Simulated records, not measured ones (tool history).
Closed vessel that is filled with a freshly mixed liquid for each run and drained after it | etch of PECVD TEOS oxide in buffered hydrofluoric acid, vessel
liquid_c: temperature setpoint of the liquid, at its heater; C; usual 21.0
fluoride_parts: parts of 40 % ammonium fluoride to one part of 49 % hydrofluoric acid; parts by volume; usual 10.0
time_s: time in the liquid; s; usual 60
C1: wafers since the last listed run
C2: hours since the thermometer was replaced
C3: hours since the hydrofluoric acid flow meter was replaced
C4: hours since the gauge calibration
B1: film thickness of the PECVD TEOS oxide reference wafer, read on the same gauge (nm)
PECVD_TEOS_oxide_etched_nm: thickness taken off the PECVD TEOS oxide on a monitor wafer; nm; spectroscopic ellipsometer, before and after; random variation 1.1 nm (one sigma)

run 1 hour=0.0 | liquid_c=21.0 fluoride_parts=10.0 time_s=60 | C1=0 C2=226.4 C3=1235.3 C4=426.6 | B1=70.00 | PECVD_TEOS_oxide_etched_nm=164.08
run 2 hour=88.5 | liquid_c=21.0 fluoride_parts=13.0 time_s=60 | C1=10382 C2=314.9 C3=1323.8 C4=515.1 | B1=70.00 | PECVD_TEOS_oxide_etched_nm=126.81
run 3 hour=343.7 | liquid_c=21.0 fluoride_parts=13.0 time_s=60 | C1=29938 C2=570.1 C3=1579.0 C4=770.3 | B1=69.99 | PECVD_TEOS_oxide_etched_nm=125.85
run 4 hour=386.0 | liquid_c=21.0 fluoride_parts=10.0 time_s=60 | C1=4962 C2=612.4 C3=1621.3 C4=812.6 | B1=70.01 | PECVD_TEOS_oxide_etched_nm=163.61
run 5 hour=448.6 | liquid_c=21.0 fluoride_parts=10.0 time_s=60 | C1=7343 C2=675.0 C3=1683.9 C4=875.2 | B1=70.00 | PECVD_TEOS_oxide_etched_nm=164.22
run 6 hour=553.6 | liquid_c=21.0 fluoride_parts=10.0 time_s=60 | C1=12317 C2=780.0 C3=1788.9 C4=980.2 | B1=70.02 | PECVD_TEOS_oxide_etched_nm=164.17
run 7 hour=601.5 | liquid_c=21.0 fluoride_parts=10.0 time_s=60 | C1=5619 C2=827.9 C3=1836.8 C4=1028.1 | B1=69.99 | PECVD_TEOS_oxide_etched_nm=164.03
run 8 hour=676.8 | liquid_c=21.0 fluoride_parts=10.0 time_s=60 | C1=8833 C2=903.2 C3=1912.1 C4=1103.4 | B1=69.99 | PECVD_TEOS_oxide_etched_nm=163.35
run 9 hour=740.5 | liquid_c=21.0 fluoride_parts=10.0 time_s=60 | C1=7472 C2=966.9 C3=1975.8 C4=1167.1 | B1=69.99 | PECVD_TEOS_oxide_etched_nm=163.75
-- hour=824.1 thermometer replaced
run 10 hour=824.8 | liquid_c=21.0 fluoride_parts=10.0 time_s=60 | C1=9772 C2=0.7 C3=2060.1 C4=1251.4 | B1=69.99 | PECVD_TEOS_oxide_etched_nm=162.53
run 11 hour=898.9 | liquid_c=21.0 fluoride_parts=10.0 time_s=60 | C1=8692 C2=74.8 C3=2134.2 C4=1325.5 | B1=69.99 | PECVD_TEOS_oxide_etched_nm=165.31
-- hour=924.9 gauge calibrated
run 12 hour=992.1 | liquid_c=21.0 fluoride_parts=10.0 time_s=80 | C1=10933 C2=168.0 C3=2227.4 C4=67.2 | B1=70.02 | PECVD_TEOS_oxide_etched_nm=216.37
run 13 hour=1047.7 | liquid_c=21.0 fluoride_parts=10.0 time_s=60 | C1=6522 C2=223.6 C3=2283.0 C4=122.8 | B1=70.01 | PECVD_TEOS_oxide_etched_nm=164.80
-- hour=1077.6 hydrofluoric acid flow meter replaced
run 14 hour=1083.9 | liquid_c=17.0 fluoride_parts=7.0 time_s=35 | C1=4129 C2=259.8 C3=6.3 C4=159.0 | B1=70.01 | PECVD_TEOS_oxide_etched_nm=108.65
run 15 hour=1154.0 | liquid_c=24.0 fluoride_parts=7.0 time_s=70 | C1=8223 C2=329.9 C3=76.4 C4=229.1 | B1=69.99 | PECVD_TEOS_oxide_etched_nm=315.46
run 16 hour=1227.3 | liquid_c=17.5 fluoride_parts=10.0 time_s=75 | C1=8599 C2=403.2 C3=149.7 C4=302.4 | B1=70.00 | PECVD_TEOS_oxide_etched_nm=169.06
run 17 hour=1334.9 | liquid_c=21.0 fluoride_parts=10.0 time_s=75 | C1=12622 C2=510.8 C3=257.3 C4=410.0 | B1=70.03 | PECVD_TEOS_oxide_etched_nm=205.16
run 18 hour=1434.9 | liquid_c=21.0 fluoride_parts=10.0 time_s=60 | C1=11731 C2=610.8 C3=357.3 C4=510.0 | B1=69.99 | PECVD_TEOS_oxide_etched_nm=164.85
run 19 hour=1489.4 | liquid_c=21.0 fluoride_parts=10.0 time_s=60 | C1=6393 C2=665.3 C3=411.8 C4=564.5 | B1=70.00 | PECVD_TEOS_oxide_etched_nm=163.70
run 20 hour=1596.1 | liquid_c=25.0 fluoride_parts=10.0 time_s=40 | C1=12517 C2=772.0 C3=518.5 C4=671.2 | B1=69.99 | PECVD_TEOS_oxide_etched_nm=134.13
run 21 hour=1669.8 | liquid_c=21.0 fluoride_parts=10.0 time_s=60 | C1=8646 C2=845.7 C3=592.2 C4=744.9 | B1=70.00 | PECVD_TEOS_oxide_etched_nm=163.61
run 22 hour=1748.2 | liquid_c=23.0 fluoride_parts=11.0 time_s=30 | C1=9197 C2=924.1 C3=670.6 C4=823.3 | B1=70.00 | PECVD_TEOS_oxide_etched_nm=83.04
-- hour=1763.9 thermometer replaced
run 23 hour=1849.5 | liquid_c=24.0 fluoride_parts=7.0 time_s=75 | C1=11766 C2=85.6 C3=771.9 C4=924.6 | B1=69.98 | PECVD_TEOS_oxide_etched_nm=333.52
run 24 hour=1903.3 | liquid_c=21.0 fluoride_parts=10.0 time_s=95 | C1=6311 C2=139.4 C3=825.7 C4=978.4 | B1=70.01 | PECVD_TEOS_oxide_etched_nm=263.71

Forecast each of these 5 alternatives for the next run:
run A hour=1904.0 | liquid_c=21.0 fluoride_parts=10.0 time_s=60 | C1=82 C2=140.1 C3=826.4 C4=979.1 | B1=? | PECVD_TEOS_oxide_etched_nm=?
run B hour=1904.0 | liquid_c=21.0 fluoride_parts=9.0 time_s=60 | C1=82 C2=140.1 C3=826.4 C4=979.1 | B1=? | PECVD_TEOS_oxide_etched_nm=?
run C hour=1904.0 | liquid_c=21.0 fluoride_parts=8.5 time_s=85 | C1=82 C2=140.1 C3=826.4 C4=979.1 | B1=? | PECVD_TEOS_oxide_etched_nm=?
run D hour=1904.0 | liquid_c=21.0 fluoride_parts=10.0 time_s=70 | C1=82 C2=140.1 C3=826.4 C4=979.1 | B1=? | PECVD_TEOS_oxide_etched_nm=?
run E hour=1904.0 | liquid_c=21.0 fluoride_parts=10.0 time_s=90 | C1=82 C2=140.1 C3=826.4 C4=979.1 | B1=? | PECVD_TEOS_oxide_etched_nm=?

run=A B1=70.00 PECVD_TEOS_oxide_etched_nm=165.25
run=B B1=70.00 PECVD_TEOS_oxide_etched_nm=176.59
run=C B1=70.00 PECVD_TEOS_oxide_etched_nm=266.19
run=D B1=70.00 PECVD_TEOS_oxide_etched_nm=192.79
run=E B1=70.00 PECVD_TEOS_oxide_etched_nm=247.88
Without the tool's hidden state the same runs would have given:
run=A PECVD_TEOS_oxide_etched_nm=165.25
run=B PECVD_TEOS_oxide_etched_nm=176.59
run=C PECVD_TEOS_oxide_etched_nm=266.19
run=D PECVD_TEOS_oxide_etched_nm=192.79
run=E PECVD_TEOS_oxide_etched_nm=247.88

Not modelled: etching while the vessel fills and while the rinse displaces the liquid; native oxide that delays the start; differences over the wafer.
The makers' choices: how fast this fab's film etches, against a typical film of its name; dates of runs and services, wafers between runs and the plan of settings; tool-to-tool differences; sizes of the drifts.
